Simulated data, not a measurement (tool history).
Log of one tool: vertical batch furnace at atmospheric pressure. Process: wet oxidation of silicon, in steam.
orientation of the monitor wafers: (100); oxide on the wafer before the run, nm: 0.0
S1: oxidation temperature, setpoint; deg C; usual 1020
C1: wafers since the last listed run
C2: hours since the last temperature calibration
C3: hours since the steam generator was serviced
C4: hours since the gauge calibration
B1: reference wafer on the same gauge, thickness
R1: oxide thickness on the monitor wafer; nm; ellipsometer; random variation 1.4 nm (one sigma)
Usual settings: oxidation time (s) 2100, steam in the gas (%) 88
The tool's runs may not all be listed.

{"run": 1, "hour": 0.0, "S1": 1020, "oxidation time (s)": 2100, "steam in the gas (%)": 88, "C1": 0, "C2": 1260.6, "C3": 1521.6, "C4": 1574.2, "B1": 241.86, "R1": 300.44}
{"run": 2, "hour": 104.5, "S1": 1020, "oxidation time (s)": 2100, "steam in the gas (%)": 88, "C1": 1548, "C2": 1365.1, "C3": 1626.1, "C4": 1678.7, "B1": 242.14, "R1": 299.69}
{"run": 3, "hour": 157.3, "S1": 1020, "oxidation time (s)": 2100, "steam in the gas (%)": 88, "C1": 782, "C2": 1417.9, "C3": 1678.9, "C4": 1731.5, "B1": 242.2, "R1": 299.65}
{"run": 4, "hour": 235.6, "S1": 1020, "oxidation time (s)": 2100, "steam in the gas (%)": 88, "C1": 1159, "C2": 1496.2, "C3": 1757.2, "C4": 1809.8, "B1": 242.04, "R1": 299.07}
{"run": 5, "hour": 326.6, "S1": 1020, "oxidation time (s)": 2100, "steam in the gas (%)": 88, "C1": 1348, "C2": 1587.2, "C3": 1848.2, "C4": 1900.8, "B1": 242.28, "R1": 299.26}
{"hour": 386.4, "done": "steam generator serviced"}
{"run": 6, "hour": 386.9, "S1": 1020, "oxidation time (s)": 2100, "steam in the gas (%)": 88, "C1": 537, "C2": 1647.5, "C3": 0.5, "C4": 1961.1, "B1": 241.88, "R1": 302.43}
{"run": 7, "hour": 498.9, "S1": 1020, "oxidation time (s)": 2100, "steam in the gas (%)": 88, "C1": 1659, "C2": 1759.5, "C3": 112.5, "C4": 2073.1, "B1": 242.03, "R1": 302.58}
{"run": 8, "hour": 597.3, "S1": 1020, "oxidation time (s)": 2100, "steam in the gas (%)": 88, "C1": 1457, "C2": 1857.9, "C3": 210.9, "C4": 2171.5, "B1": 242.04, "R1": 299.98}
{"run": 9, "hour": 879.7, "S1": 1020, "oxidation time (s)": 2100, "steam in the gas (%)": 82, "C1": 4183, "C2": 2140.3, "C3": 493.3, "C4": 2453.9, "B1": 242.08, "R1": 282.68}
{"run": 10, "hour": 927.4, "S1": 1020, "oxidation time (s)": 2100, "steam in the gas (%)": 82, "C1": 706, "C2": 2188.0, "C3": 541.0, "C4": 2501.6, "B1": 242.02, "R1": 284.34}
{"run": 11, "hour": 1008.2, "S1": 1020, "oxidation time (s)": 2100, "steam in the gas (%)": 88, "C1": 1197, "C2": 2268.8, "C3": 621.8, "C4": 2582.4, "B1": 242.15, "R1": 298.51}
{"hour": 1039.9, "done": "gauge calibrated"}
{"run": 12, "hour": 1069.3, "S1": 1020, "oxidation time (s)": 2100, "steam in the gas (%)": 88, "C1": 905, "C2": 2329.9, "C3": 682.9, "C4": 29.4, "B1": 242.09, "R1": 297.37}
{"run": 13, "hour": 1168.5, "S1": 1020, "oxidation time (s)": 2100, "steam in the gas (%)": 88, "C1": 1469, "C2": 2429.1, "C3": 782.1, "C4": 128.6, "B1": 241.76, "R1": 300.35}
{"run": 14, "hour": 1482.9, "S1": 1020, "oxidation time (s)": 1470, "steam in the gas (%)": 88, "C1": 4657, "C2": 2743.5, "C3": 1096.5, "C4": 443.0, "B1": 242.01, "R1": 231.46}
{"run": 15, "hour": 1530.9, "S1": 1020, "oxidation time (s)": 1470, "steam in the gas (%)": 88, "C1": 711, "C2": 2791.5, "C3": 1144.5, "C4": 491.0, "B1": 241.91, "R1": 233.5}
{"run": 16, "hour": 1633.2, "S1": 1020, "oxidation time (s)": 1470, "steam in the gas (%)": 88, "C1": 1515, "C2": 2893.8, "C3": 1246.8, "C4": 593.3, "B1": 242.06, "R1": 233.02}
{"hour": 1807.9, "done": "thermocouples replaced and temperature profile calibrated"}
{"run": 17, "hour": 1817.1, "S1": 1020, "oxidation time (s)": 2100, "steam in the gas (%)": 88, "C1": 2368, "C2": 9.2, "C3": 1430.7, "C4": 777.2, "B1": 242.15, "R1": 299.09}
{"run": 18, "hour": 1918.9, "S1": 1020, "oxidation time (s)": 2100, "steam in the gas (%)": 88, "C1": 1508, "C2": 111.0, "C3": 1532.5, "C4": 879.0, "B1": 242.01, "R1": 301.7}
{"run": 19, "hour": 1977.5, "S1": 1020, "oxidation time (s)": 3030, "steam in the gas (%)": 92, "C1": 868, "C2": 169.6, "C3": 1591.1, "C4": 937.6, "B1": 241.78, "R1": 394.16}
{"run": 20, "hour": 2055.5, "S1": 1020, "oxidation time (s)": 3000, "steam in the gas (%)": 88, "C1": 1155, "C2": 247.6, "C3": 1669.1, "C4": 1015.6, "B1": 242.14, "R1": 381.14}
{"run": 21, "hour": 2118.1, "S1": 1020, "oxidation time (s)": 2100, "steam in the gas (%)": 88, "C1": 927, "C2": 310.2, "C3": 1731.7, "C4": 1078.2, "B1": 242.08, "R1": 300.14}
{"run": 22, "hour": 2216.8, "S1": 1020, "oxidation time (s)": 1470, "steam in the gas (%)": 88, "C1": 1462, "C2": 408.9, "C3": 1830.4, "C4": 1176.9, "B1": 242.14, "R1": 233.14}
{"run": 23, "hour": 2315.1, "S1": 1020, "oxidation time (s)": 2100, "steam in the gas (%)": 88, "C1": 1456, "C2": 507.2, "C3": 1928.7, "C4": 1275.2, "B1": 241.87, "R1": 298.54}
{"run": 24, "hour": 2383.9, "S1": 1003, "oxidation time (s)": 2490, "steam in the gas (%)": 81, "C1": 1019, "C2": 576.0, "C3": 1997.5, "C4": 1344.0, "B1": 242.07, "R1": 279.73}
{"hour": 2468.3, "done": "steam generator serviced"}
{"run": 25, "hour": 2468.8, "S1": 1004, "oxidation time (s)": 2970, "steam in the gas (%)": 88, "C1": 902, "C2": 660.9, "C3": 0.5, "C4": 1428.9, "B1": 242.04, "R1": 338.73}
{"run": 26, "hour": 2553.5, "S1": 1040, "oxidation time (s)": 2640, "steam in the gas (%)": 97, "C1": 1254, "C2": 745.6, "C3": 85.2, "C4": 1513.6, "B1": 241.92, "R1": 424.41}
{"run": 27, "hour": 2601.2, "S1": 1020, "oxidation time (s)": 2100, "steam in the gas (%)": 88, "C1": 706, "C2": 793.3, "C3": 132.9, "C4": 1561.3, "B1": 242.04, "R1": 300.3}
{"run": 28, "hour": 2659.3, "S1": 1013, "oxidation time (s)": 3120, "steam in the gas (%)": 88, "C1": 860, "C2": 851.4, "C3": 191.0, "C4": 1619.4, "B1": 241.97, "R1": 370.18}
{"run": 29, "hour": 2756.4, "S1": 997, "oxidation time (s)": 1680, "steam in the gas (%)": 88, "C1": 1438, "C2": 948.5, "C3": 288.1, "C4": 1716.5, "B1": 241.85, "R1": 210.94}
{"run": 30, "hour": 2839.8, "S1": 1033, "oxidation time (s)": 2100, "steam in the gas (%)": 94, "C1": 1235, "C2": 1031.9, "C3": 371.5, "C4": 1799.9, "B1": 242.16, "R1": 341.66}
{"run": 31, "hour": 2923.6, "S1": 1020, "oxidation time (s)": 2100, "steam in the gas (%)": 88, "C1": 1241, "C2": 1115.7, "C3": 455.3, "C4": 1883.7, "B1": 241.9, "R1": 300.22}
{"run": 32, "hour": 3078.6, "S1": 1020, "oxidation time (s)": 2520, "steam in the gas (%)": 81, "C1": 2296, "C2": 1270.7, "C3": 610.3, "C4": 2038.7, "B1": 242.03, "R1": 318.98}
{"run": 33, "hour": 3138.0, "S1": 999, "oxidation time (s)": 2100, "steam in the gas (%)": 84, "C1": 879, "C2": 1330.1, "C3": 669.7, "C4": 2098.1, "B1": 242.11, "R1": 245.86}
{"run": 34, "hour": 3195.0, "S1": 1009, "oxidation time (s)": 2100, "steam in the gas (%)": 88, "C1": 844, "C2": 1387.1, "C3": 726.7, "C4": 2155.1, "B1": 242.04, "R1": 275.16}
{"run": 35, "hour": 3240.5, "S1": 1020, "oxidation time (s)": 2100, "steam in the gas (%)": 88, "C1": 674, "C2": 1432.6, "C3": 772.2, "C4": 2200.6, "B1": 242.24, "R1": 298.6}
{"run": 36, "hour": 3285.0, "S1": 997, "oxidation time (s)": 1770, "steam in the gas (%)": 88, "C1": 659, "C2": 1477.1, "C3": 816.7, "C4": 2245.1, "B1": 241.85, "R1": 219.08}

How the hidden state differs across the entries between the runs, from the last listed run before each to the first after it:
Between runs 5 and 6: steam generator serviced (hour 386.4)
  no hidden state differs between the two runs
Between runs 11 and 12: gauge calibrated (hour 1039.9)
  no hidden state differs between the two runs
Between runs 16 and 17: thermocouples replaced and temperature profile calibrated (hour 1807.9)
  no hidden state differs between the two runs
Between runs 24 and 25: steam generator serviced (hour 2468.3)
  no hidden state differs between the two runs

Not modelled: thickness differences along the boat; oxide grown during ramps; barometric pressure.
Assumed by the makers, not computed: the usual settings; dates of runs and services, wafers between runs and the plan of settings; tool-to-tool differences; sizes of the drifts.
